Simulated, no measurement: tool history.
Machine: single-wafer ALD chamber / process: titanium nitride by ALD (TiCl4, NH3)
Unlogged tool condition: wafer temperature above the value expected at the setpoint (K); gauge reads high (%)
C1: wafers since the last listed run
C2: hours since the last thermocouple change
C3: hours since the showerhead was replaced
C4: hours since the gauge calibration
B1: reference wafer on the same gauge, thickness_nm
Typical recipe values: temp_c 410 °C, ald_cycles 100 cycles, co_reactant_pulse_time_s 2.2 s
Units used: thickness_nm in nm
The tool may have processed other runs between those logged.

Run 1, hour 0: usual settings; C1 0; C2 1401.2; C3 3984.4; C4 164.5; B1 2.536. Result: thickness_nm 2.181 nm.
Run 2, hour 17.8: usual settings; C1 32; C2 1419; C3 4002.2; C4 182.3; B1 2.543. Result: thickness_nm 2.178 nm.
Run 3, hour 35.7: usual settings; C1 32; C2 1436.9; C3 4020.1; C4 200.2; B1 2.54. Result: thickness_nm 2.177 nm.
Run 4, hour 50.2: usual settings; C1 26; C2 1451.4; C3 4034.6; C4 214.7; B1 2.539. Result: thickness_nm 2.184 nm.
Run 5, hour 58.8: usual settings; C1 15; C2 1460; C3 4043.2; C4 223.3; B1 2.54. Result: thickness_nm 2.175 nm.
Run 6, hour 70.8: usual settings; C1 21; C2 1472; C3 4055.2; C4 235.3; B1 2.54. Result: thickness_nm 2.187 nm.
Run 7, hour 82.3: usual settings; C1 21; C2 1483.5; C3 4066.7; C4 246.8; B1 2.538. Result: thickness_nm 2.176 nm.
Run 8, hour 93.5: usual settings; C1 20; C2 1494.7; C3 4077.9; C4 258; B1 2.54. Result: thickness_nm 2.173 nm.
Run 9, hour 101.2: usual settings but co_reactant_pulse_time_s 2.9 s; C1 14; C2 1502.4; C3 4085.6; C4 265.7; B1 2.539. Result: thickness_nm 2.198 nm.
Run 10, hour 108.8: usual settings but co_reactant_pulse_time_s 2.9 s; C1 13; C2 1510; C3 4093.2; C4 273.3; B1 2.542. Result: thickness_nm 2.188 nm.
Run 11, hour 116.4: usual settings but co_reactant_pulse_time_s 2.9 s; C1 13; C2 1517.6; C3 4100.8; C4 280.9; B1 2.54. Result: thickness_nm 2.196 nm.
Run 12, hour 131.9: usual settings; C1 28; C2 1533.1; C3 4116.3; C4 296.4; B1 2.543. Result: thickness_nm 2.177 nm.
Run 13, hour 144.1: usual settings; C1 22; C2 1545.3; C3 4128.5; C4 308.6; B1 2.54. Result: thickness_nm 2.181 nm.
Run 14, hour 159.3: usual settings but temp_c 416 °C; C1 27; C2 1560.5; C3 4143.7; C4 323.8; B1 2.542. Result: thickness_nm 2.191 nm.
Run 15, hour 171.8: usual settings but temp_c 416 °C; C1 22; C2 1573; C3 4156.2; C4 336.3; B1 2.538. Result: thickness_nm 2.176 nm.
Run 16, hour 182.7: usual settings but temp_c 407 °C, ald_cycles 96 cycles; C1 19; C2 1583.9; C3 4167.1; C4 347.2; B1 2.544. Result: thickness_nm 2.099 nm.
Run 17, hour 198.2: usual settings but temp_c 407 °C, ald_cycles 96 cycles; C1 28; C2 1599.4; C3 4182.6; C4 362.7; B1 2.536. Result: thickness_nm 2.088 nm.
Run 18, hour 215.2: usual settings but temp_c 407 °C, ald_cycles 96 cycles; C1 31; C2 1616.4; C3 4199.6; C4 379.7; B1 2.542. Result: thickness_nm 2.102 nm.
At hour 223.6: showerhead replaced.
Run 19, hour 225.7: usual settings but temp_c 398 °C, co_reactant_pulse_time_s 1.88 s; C1 4; C2 1626.9; C3 2.1; C4 390.2; B1 2.542. Result: thickness_nm 2.142 nm.
Run 20, hour 231.9: usual settings; C1 11; C2 1633.1; C3 8.3; C4 396.4; B1 2.539. Result: thickness_nm 2.174 nm.
Run 21, hour 249.1: usual settings but temp_c 398 °C, ald_cycles 106 cycles, co_reactant_pulse_time_s 1.92 s; C1 31; C2 1650.3; C3 25.5; C4 413.6; B1 2.541. Result: thickness_nm 2.275 nm.
Run 22, hour 255.9: usual settings but co_reactant_pulse_time_s 1.48 s; C1 12; C2 1657.1; C3 32.3; C4 420.4; B1 2.539. Result: thickness_nm 2.142 nm.
Run 23, hour 262.2: usual settings but temp_c 424 °C, ald_cycles 91 cycles, co_reactant_pulse_time_s 1.65 s; C1 11; C2 1663.4; C3 38.6; C4 426.7; B1 2.538. Result: thickness_nm 1.964 nm.
At hour 280.7: thermocouple changed; heater temperature recalibrated.
Run 24, hour 281.2: usual settings but temp_c 407 °C, ald_cycles 96 cycles; C1 20; C2 0.5; C3 57.6; C4 445.7; B1 2.544. Result: thickness_nm 2.089 nm.
Run 25, hour 284.7: usual settings but temp_c 418 °C, ald_cycles 87 cycles, co_reactant_pulse_time_s 1.67 s; C1 6; C2 4; C3 61.1; C4 449.2; B1 2.541. Result: thickness_nm 1.886 nm.
Run 26, hour 294.3: usual settings but ald_cycles 114 cycles, co_reactant_pulse_time_s 2.99 s; C1 17; C2 13.6; C3 70.7; C4 458.8; B1 2.54. Result: thickness_nm 2.514 nm.
Run 27, hour 309.7: usual settings; C1 28; C2 29; C3 86.1; C4 474.2; B1 2.54. Result: thickness_nm 2.181 nm.
Run 28, hour 325.8: usual settings but temp_c 397 °C, ald_cycles 94 cycles; C1 29; C2 45.1; C3 102.2; C4 490.3; B1 2.543. Result: thickness_nm 2.031 nm.
Run 29, hour 336.7: usual settings but temp_c 395 °C, ald_cycles 110 cycles, co_reactant_pulse_time_s 2.73 s; C1 19; C2 56; C3 113.1; C4 501.2; B1 2.538. Result: thickness_nm 2.399 nm.
Run 30, hour 350.2: usual settings but temp_c 405 °C, ald_cycles 84 cycles, co_reactant_pulse_time_s 1.76 s; C1 24; C2 69.5; C3 126.6; C4 514.7; B1 2.542. Result: thickness_nm 1.812 nm.
At hour 353.2: gauge calibrated.
Run 31, hour 372.6: usual settings; C1 40; C2 91.9; C3 149; C4 19.4; B1 2.543. Result: thickness_nm 2.171 nm.
Run 32, hour 388.6: usual settings; C1 29; C2 107.9; C3 165; C4 35.4; B1 2.54. Result: thickness_nm 2.176 nm.
Run 33, hour 405.1: usual settings but temp_c 424 °C, ald_cycles 109 cycles, co_reactant_pulse_time_s 1.55 s; C1 30; C2 124.4; C3 181.5; C4 51.9; B1 2.541. Result: thickness_nm 2.35 nm.
Run 34, hour 412.2: usual settings but temp_c 421 °C, ald_cycles 84 cycles; C1 12; C2 131.5; C3 188.6; C4 59; B1 2.539. Result: thickness_nm 1.839 nm.
Run 35, hour 453.5: usual settings but temp_c 400 °C, ald_cycles 85 cycles, co_reactant_pulse_time_s 2.82 s; C1 75; C2 172.8; C3 229.9; C4 100.3; B1 2.538. Result: thickness_nm 1.864 nm.
Run 36, hour 463.2: usual settings but temp_c 415 °C, co_reactant_pulse_time_s 1.88 s; C1 17; C2 182.5; C3 239.6; C4 110; B1 2.537. Result: thickness_nm 2.167 nm.
Run 37, hour 471.7: usual settings; C1 15; C2 191; C3 248.1; C4 118.5; B1 2.538. Result: thickness_nm 2.179 nm.
Run 38, hour 481.9: usual settings but ald_cycles 106 cycles, co_reactant_pulse_time_s 1.76 s; C1 18; C2 201.2; C3 258.3; C4 128.7; B1 2.538. Result: thickness_nm 2.288 nm.
Run 39, hour 496.5: usual settings but temp_c 395 °C, ald_cycles 114 cycles, co_reactant_pulse_time_s 1.93 s; C1 26; C2 215.8; C3 272.9; C4 143.3; B1 2.542. Result: thickness_nm 2.45 nm.
Run 40, hour 508.1: usual settings; C1 21; C2 227.4; C3 284.5; C4 154.9; B1 2.543. Result: thickness_nm 2.174 nm.
Run 41, hour 517.5: usual settings but temp_c 414 °C; C1 17; C2 236.8; C3 293.9; C4 164.3; B1 2.539. Result: thickness_nm 2.19 nm.

Consider 3 possible next runs. They are alternatives, not a sequence: every one starts from the tool as it was left by run 41. What does each give?
Run A, hour 518.1: usual settings but ald_cycles 114 cycles; C1 1; C2 237.4; C3 294.5; C4 164.9; B1 ?. Result: thickness_nm ?.
Run B, hour 518.1: usual settings but temp_c 397 °C, ald_cycles 95 cycles; C1 1; C2 237.4; C3 294.5; C4 164.9; B1 ?. Result: thickness_nm ?.
Run C, hour 518.1: usual settings but temp_c 425 °C, co_reactant_pulse_time_s 1.62 s; C1 1; C2 237.4; C3 294.5; C4 164.9; B1 ?. Result: thickness_nm ?.

run     B1  thickness_nm
  A  2.542         2.487
  B  2.542         2.058
  C  2.542         2.167
With the hidden condition removed and each run's random variation left untouched, the same runs would have given:
run  thickness_nm
  A         2.487
  B         2.058
  C         2.167
